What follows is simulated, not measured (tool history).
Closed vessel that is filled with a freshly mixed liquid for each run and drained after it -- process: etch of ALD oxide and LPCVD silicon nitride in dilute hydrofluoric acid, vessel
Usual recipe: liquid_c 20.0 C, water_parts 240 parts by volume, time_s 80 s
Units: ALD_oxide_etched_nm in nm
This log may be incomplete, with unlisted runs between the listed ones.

run    hour  liquid_c  water_parts  time_s  read-back film thickness of the ALD oxide reference wafer, read on the same gauge (nm)  ALD_oxide_etched_nm
  1     0.0      20.0          240      80                                                                                   60.24                 7.53
  2    96.8      20.0          240      80                                                                                   60.25                 7.52
      130.8  -- hydrofluoric acid flow meter replaced
  3   148.7      20.0          240      80                                                                                   60.30                 7.62
  4   205.3      20.0          240      80                                                                                   60.30                 7.55
  5   258.0      20.0          240      80                                                                                   60.34                 7.56
      477.1  -- thermometer replaced
  6   477.8      17.0          180      95                                                                                   60.45                11.26
  7   526.9      23.5          240      80                                                                                   60.49                 8.58
  8   604.5      18.5          180      80                                                                                   60.54                10.14
  9   665.6      20.0          240      35                                                                                   60.58                 3.35
 10   734.4      20.0          310      80                                                                                   60.64                 5.50
 11   811.6      20.0          335      80                                                                                   60.73                 4.97
 12   986.0      23.5          325     100                                                                                   60.92                 7.41
 13  1026.8      21.5          240      80                                                                                   60.96                 8.08
 14  1104.0      20.0          240      80                                                                                   61.06                 7.72
     1128.7  -- hydrofluoric acid flow meter replaced
 15  1169.5      24.0          240      80                                                                                   61.17                 8.88
 16  1222.2      23.5          290     120                                                                                   61.24                10.33
 17  1299.7      20.0          240      80                                                                                   61.38                 7.67
 18  1404.4      20.0          330      80                                                                                   61.50                 5.17
     1423.8  -- thermometer replaced
 19  1503.0      20.0          240      80                                                                                   61.67                 7.81
 20  1601.0      17.0          205     120                                                                                   61.86                12.53
 21  1689.9      20.0          240      95                                                                                   62.04                 9.25
 22  1781.2      24.5          315      35                                                                                   62.22                 2.83
 23  1832.9      22.5          240      35                                                                                   62.34                 3.74
 24  1877.9      18.0          140      80                                                                                   62.44                13.73

What will run 25 give?
     1964.6  -- gauge calibrated
 25  1980.1      17.0          125     115                                                                                       ?                    ?

For run 25 the tool returned read-back film thickness of the ALD oxide reference wafer, read on the same gauge (nm) 59.68, ALD_oxide_etched_nm 20.49 nm.
With no hidden state in the tool, this same run would have given ALD_oxide_etched_nm 20.60 nm.

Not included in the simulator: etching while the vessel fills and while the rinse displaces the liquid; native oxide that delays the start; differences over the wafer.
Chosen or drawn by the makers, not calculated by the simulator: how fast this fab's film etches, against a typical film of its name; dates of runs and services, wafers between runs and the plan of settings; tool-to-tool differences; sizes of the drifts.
